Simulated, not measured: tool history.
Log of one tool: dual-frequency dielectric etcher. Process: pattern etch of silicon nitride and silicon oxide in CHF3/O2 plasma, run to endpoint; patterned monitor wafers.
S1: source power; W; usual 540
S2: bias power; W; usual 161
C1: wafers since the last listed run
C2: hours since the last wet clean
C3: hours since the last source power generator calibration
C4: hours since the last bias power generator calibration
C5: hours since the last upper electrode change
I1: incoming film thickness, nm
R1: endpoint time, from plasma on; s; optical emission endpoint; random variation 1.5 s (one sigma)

run,hour,S1,S2,C1,C2,C3,C4,C5,I1,R1
1,0.0,540,161,0,462.3,2977.4,3137.1,3678.0,293.4,212.8
# hour 43.9: wet clean of the chamber
2,44.4,540,161,127,0.5,3021.8,3181.5,3722.4,295.4,216.5
3,59.1,540,161,91,15.2,3036.5,3196.2,3737.1,295.2,212.5
4,74.6,540,161,96,30.7,3052.0,3211.7,3752.6,297.8,214.3
5,96.9,540,161,139,53.0,3074.3,3234.0,3774.9,292.3,212.3
6,116.6,540,161,122,72.7,3094.0,3253.7,3794.6,296.3,212.8
7,203.2,440,136,540,159.3,3180.6,3340.3,3881.2,292.0,242.8
8,271.7,540,161,427,227.8,3249.1,3408.8,3949.7,297.4,213.7
9,293.4,540,161,135,249.5,3270.8,3430.5,3971.4,294.6,214.0
10,323.9,540,161,190,280.0,3301.3,3461.0,4001.9,299.8,217.5
# hour 360.5: upper electrode replaced
11,361.0,460,161,81,317.1,3338.4,3498.1,0.5,295.4,227.3
12,373.9,460,161,80,330.0,3351.3,3511.0,13.4,292.9,221.9
13,393.5,460,161,122,349.6,3370.9,3530.6,33.0,293.1,223.1
14,407.5,600,161,87,363.6,3384.9,3544.6,47.0,297.0,205.7
15,427.7,600,161,125,383.8,3405.1,3564.8,67.2,296.2,206.0
16,443.8,600,161,100,399.9,3421.2,3580.9,83.3,294.2,204.9
17,474.3,650,129,190,430.4,3451.7,3611.4,113.8,293.5,221.1
18,498.6,490,188,151,454.7,3476.0,3635.7,138.1,296.5,206.2
19,528.6,540,161,187,484.7,3506.0,3665.7,168.1,296.6,216.2
20,558.6,540,126,187,514.7,3536.0,3695.7,198.1,295.6,240.2
# hour 591.3: wet clean of the chamber
21,591.8,470,177,57,0.5,3569.2,3728.9,231.3,298.7,215.0
22,619.6,430,161,173,28.3,3597.0,3756.7,259.1,297.2,227.7
23,632.8,540,161,82,41.5,3610.2,3769.9,272.3,292.5,213.3
# hour 665.4: bias power generator calibrated
# hour 666.8: source power generator calibrated
24,667.8,470,147,184,76.5,1.0,2.4,307.3,298.0,232.1
25,702.0,480,161,213,110.7,35.2,36.6,341.5,293.3,218.8
26,735.7,590,132,210,144.4,68.9,70.3,375.2,294.8,225.1
27,762.6,540,161,167,171.3,95.8,97.2,402.1,295.9,215.6
28,779.7,540,161,106,188.4,112.9,114.3,419.2,293.2,211.9
29,798.4,540,161,116,207.1,131.6,133.0,437.9,293.8,214.9
30,813.9,610,148,96,222.6,147.1,148.5,453.4,295.4,211.6
31,838.7,620,142,154,247.4,171.9,173.3,478.2,296.7,216.7
32,870.0,600,123,195,278.7,203.2,204.6,509.5,297.3,235.0
33,886.9,630,139,105,295.6,220.1,221.5,526.4,294.8,215.4
34,921.2,640,191,213,329.9,254.4,255.8,560.7,295.9,188.2
35,935.9,620,196,91,344.6,269.1,270.5,575.4,293.9,186.8
36,957.3,540,161,133,366.0,290.5,291.9,596.8,296.8,214.2

How the hidden state differs across the entries between the runs, from the last listed run before each to the first after it:
Between runs 1 and 2: wet clean of the chamber (hour 43.9)
  no hidden state differs between the two runs
Between runs 10 and 11: upper electrode replaced (hour 360.5)
  no hidden state differs between the two runs
Between runs 20 and 21: wet clean of the chamber (hour 591.3)
  no hidden state differs between the two runs
Between runs 23 and 24: bias power generator calibrated (hour 665.4); source power generator calibrated (hour 666.8)
  no hidden state differs between the two runs

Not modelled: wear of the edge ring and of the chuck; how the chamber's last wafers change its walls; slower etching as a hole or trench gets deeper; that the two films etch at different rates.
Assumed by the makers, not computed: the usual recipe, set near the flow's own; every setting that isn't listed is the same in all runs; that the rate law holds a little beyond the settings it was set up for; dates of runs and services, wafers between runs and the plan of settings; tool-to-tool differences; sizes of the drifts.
